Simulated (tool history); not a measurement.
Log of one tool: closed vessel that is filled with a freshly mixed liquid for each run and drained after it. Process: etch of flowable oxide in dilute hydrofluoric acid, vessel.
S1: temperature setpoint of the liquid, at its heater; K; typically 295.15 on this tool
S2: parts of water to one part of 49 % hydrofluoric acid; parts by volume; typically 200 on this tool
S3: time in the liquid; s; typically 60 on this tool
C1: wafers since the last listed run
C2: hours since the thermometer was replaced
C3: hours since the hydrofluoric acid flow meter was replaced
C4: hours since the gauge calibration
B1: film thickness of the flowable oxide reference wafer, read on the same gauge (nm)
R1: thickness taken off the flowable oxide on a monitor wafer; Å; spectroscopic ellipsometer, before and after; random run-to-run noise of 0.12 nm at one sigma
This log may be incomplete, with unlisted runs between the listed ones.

run	hour	S1	S2	S3	C1	C2	C3	C4	B1	R1
1	0	295.15	200	60	0	416.1	1951.7	552	133.23	129.6
2	45.5	295.15	200	60	5656	461.6	1997.2	597.5	133.43	129.1
3	90.3	295.15	200	60	5569	506.4	2042	642.3	133.66	130.5
4	257.1	295.15	200	60	20736	673.2	2208.8	809.1	134.59	131.3
5	307.6	295.15	200	60	6277	723.7	2259.3	859.6	134.85	131
6	374.4	295.15	200	60	8304	790.5	2326.1	926.4	135.13	131.6
7	440.2	295.15	200	60	8180	856.3	2391.9	992.2	135.48	129.8
# hour 468.8: hydrofluoric acid flow meter replaced
8	478.4	295.15	200	60	4624	894.5	9.6	1030.4	135.71	131.8
9	574.5	295.15	200	90	11946	990.6	105.7	1126.5	136.18	200.5

Expected results for the next run?
# hour 582.7: thermometer replaced
10	623.3	291.65	200	80	5942	40.6	154.5	1175.3	?	?

{"run 10": {"B1": 136.43, "R1": 157.1}}
If the tool had no hidden condition, the same run with the same run-to-run variation would have returned R1 149.7 Å.

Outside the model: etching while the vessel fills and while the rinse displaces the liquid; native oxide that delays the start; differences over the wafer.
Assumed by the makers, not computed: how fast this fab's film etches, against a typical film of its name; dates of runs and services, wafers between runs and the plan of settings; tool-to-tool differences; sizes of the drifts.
